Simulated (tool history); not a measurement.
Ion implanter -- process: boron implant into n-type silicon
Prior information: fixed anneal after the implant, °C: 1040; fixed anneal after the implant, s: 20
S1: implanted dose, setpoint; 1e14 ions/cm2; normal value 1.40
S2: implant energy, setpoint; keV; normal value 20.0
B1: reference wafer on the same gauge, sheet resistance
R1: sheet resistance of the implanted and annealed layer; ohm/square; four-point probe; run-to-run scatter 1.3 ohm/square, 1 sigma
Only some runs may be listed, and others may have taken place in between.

{"run": 1, "hour": 0.0, "S1": 1.15, "S2": 20.0, "B1": 539.31, "R1": 668.28}
{"run": 2, "hour": 48.8, "S1": 1.15, "S2": 20.0, "B1": 539.05, "R1": 668.04}
{"run": 3, "hour": 114.3, "S1": 1.4, "S2": 20.0, "B1": 539.09, "R1": 574.31}
{"run": 4, "hour": 162.9, "S1": 1.4, "S2": 20.0, "B1": 539.07, "R1": 576.67}
{"run": 5, "hour": 199.5, "S1": 1.4, "S2": 20.0, "B1": 539.03, "R1": 575.75}
{"run": 6, "hour": 270.1, "S1": 1.31, "S2": 20.0, "B1": 539.05, "R1": 607.2}
{"run": 7, "hour": 295.3, "S1": 1.31, "S2": 20.0, "B1": 538.8, "R1": 608.05}
{"run": 8, "hour": 333.6, "S1": 1.4, "S2": 20.0, "B1": 539.19, "R1": 578.95}
{"run": 9, "hour": 364.1, "S1": 1.4, "S2": 20.0, "B1": 539.21, "R1": 575.72}
{"run": 10, "hour": 428.4, "S1": 1.4, "S2": 15.5, "B1": 539.06, "R1": 598.57}
{"run": 11, "hour": 470.4, "S1": 1.4, "S2": 15.5, "B1": 539.09, "R1": 598.81}
{"hour": 523.1, "done": "extraction supply calibrated"}
{"run": 12, "hour": 534.1, "S1": 1.51, "S2": 20.0, "B1": 539.32, "R1": 547.02}
{"run": 13, "hour": 584.3, "S1": 1.51, "S2": 20.0, "B1": 539.15, "R1": 546.07}
{"run": 14, "hour": 652.2, "S1": 1.51, "S2": 20.0, "B1": 539.0, "R1": 545.23}
{"hour": 705.7, "done": "gauge calibrated"}
{"run": 15, "hour": 720.2, "S1": 1.05, "S2": 20.0, "B1": 539.15, "R1": 724.09}
{"run": 16, "hour": 772.0, "S1": 1.4, "S2": 18.0, "B1": 539.03, "R1": 592.28}
{"run": 17, "hour": 839.9, "S1": 1.4, "S2": 20.0, "B1": 538.88, "R1": 585.03}
{"hour": 850.1, "done": "Faraday cup replaced and dose calibrated"}
{"run": 18, "hour": 933.5, "S1": 1.22, "S2": 16.0, "B1": 538.96, "R1": 647.27}
{"run": 19, "hour": 1004.4, "S1": 1.4, "S2": 13.5, "B1": 538.96, "R1": 593.35}
{"run": 20, "hour": 1060.1, "S1": 1.25, "S2": 24.0, "B1": 538.77, "R1": 598.4}
{"run": 21, "hour": 1114.8, "S1": 1.1, "S2": 20.0, "B1": 538.83, "R1": 682.15}
{"run": 22, "hour": 1141.1, "S1": 1.73, "S2": 16.5, "B1": 539.1, "R1": 489.13}
{"run": 23, "hour": 1169.8, "S1": 1.61, "S2": 23.0, "B1": 539.17, "R1": 496.13}
{"run": 24, "hour": 1215.5, "S1": 1.63, "S2": 26.5, "B1": 538.75, "R1": 480.42}
{"run": 25, "hour": 1270.6, "S1": 1.4, "S2": 20.0, "B1": 538.87, "R1": 569.41}
{"run": 26, "hour": 1317.0, "S1": 0.99, "S2": 15.5, "B1": 538.81, "R1": 771.65}
{"run": 27, "hour": 1352.9, "S1": 1.24, "S2": 17.0, "B1": 539.06, "R1": 640.11}
{"run": 28, "hour": 1382.3, "S1": 1.4, "S2": 18.0, "B1": 539.32, "R1": 576.46}
{"run": 29, "hour": 1410.8, "S1": 1.67, "S2": 25.0, "B1": 538.9, "R1": 479.2}

Each row is a separate what-if for the run after 29, all from the same tool condition, not one after another. Results?
{"run": "A", "hour": 1411.2, "S1": 1.52, "S2": 20.0, "B1": "?", "R1": "?"}
{"run": "B", "hour": 1411.2, "S1": 0.99, "S2": 23.5, "B1": "?", "R1": "?"}
{"run": "C", "hour": 1411.2, "S1": 1.7, "S2": 17.0, "B1": "?", "R1": "?"}

run=A B1=539.03 R1=532.89
run=B B1=539.03 R1=721.86
run=C B1=539.03 R1=497.60
The same runs, with their run-to-run variation unchanged, on a tool lacking any hidden condition would have given:
run=A R1=526.36
run=B R1=713.75
run=C R1=491.37
